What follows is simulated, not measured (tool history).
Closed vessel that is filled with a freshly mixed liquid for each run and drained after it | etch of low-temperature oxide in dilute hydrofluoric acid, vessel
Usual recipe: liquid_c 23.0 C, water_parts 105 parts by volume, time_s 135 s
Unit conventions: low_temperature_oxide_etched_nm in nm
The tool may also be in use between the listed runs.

run	hour	liquid_c	water_parts	time_s	read-back film thickness of the low-temperature oxide reference wafer, read on the same gauge (nm)	low_temperature_oxide_etched_nm
1	0.0	24.5	105	100	49.98	21.92
2	12.6	24.5	105	100	50.02	22.19
3	30.6	23.0	105	135	50.03	27.98
4	47.5	23.0	105	135	50.02	28.07
5	58.9	25.5	105	135	49.99	30.70
6	71.6	25.5	105	135	50.01	30.92
7	82.0	25.5	105	135	49.98	30.94
8	88.4	23.0	105	155	49.98	32.17
9	102.7	23.0	105	155	50.04	32.03
10	113.4	23.0	105	155	50.04	32.26
# hour 126.4: hydrofluoric acid flow meter replaced
11	130.6	23.0	105	135	49.97	24.36
12	138.2	23.0	115	135	50.02	22.00
# hour 145.2: gauge calibrated
13	147.3	23.0	115	135	50.04	22.07
14	158.7	26.0	120	175	49.96	30.38
15	172.7	23.0	70	135	49.96	37.72
16	181.8	25.0	130	80	49.99	12.42
# hour 192.0: thermometer replaced
17	195.0	23.0	105	135	49.96	27.16
18	201.7	23.0	105	135	50.04	27.00
19	210.2	26.5	105	105	49.99	24.55
20	218.9	23.0	105	135	50.01	27.03
21	236.1	23.0	105	135	50.00	27.42
22	243.5	27.5	65	190	50.02	77.99
23	259.2	23.0	105	135	50.02	27.27
24	268.2	23.0	65	135	49.97	46.49
25	280.1	19.5	105	65	50.00	11.45
26	289.4	27.5	90	205	50.00	59.11

Measured less the same run without the tool's hidden state. The same run-to-run variation is in both; the gauge's scatter may not be:
The hidden state here: liquid colder than its thermometer reads (K); hydrofluoric acid flow above the setpoint (%); gauge reads high (%).
run	low_temperature_oxide_etched_nm
1	+0.73
2	+0.74
3	+0.88
4	+0.88
5	+1.06
6	+1.08
7	+1.07
8	+1.01
9	+1.01
10	+1.01
11	-2.73
12	-2.45
13	-2.46
14	-3.25
15	-4.34
16	-1.32
17	+0.23
18	+0.22
19	+0.22
20	+0.24
21	+0.26
22	+0.69
23	+0.27
24	+0.40
25	+0.10
26	+0.63

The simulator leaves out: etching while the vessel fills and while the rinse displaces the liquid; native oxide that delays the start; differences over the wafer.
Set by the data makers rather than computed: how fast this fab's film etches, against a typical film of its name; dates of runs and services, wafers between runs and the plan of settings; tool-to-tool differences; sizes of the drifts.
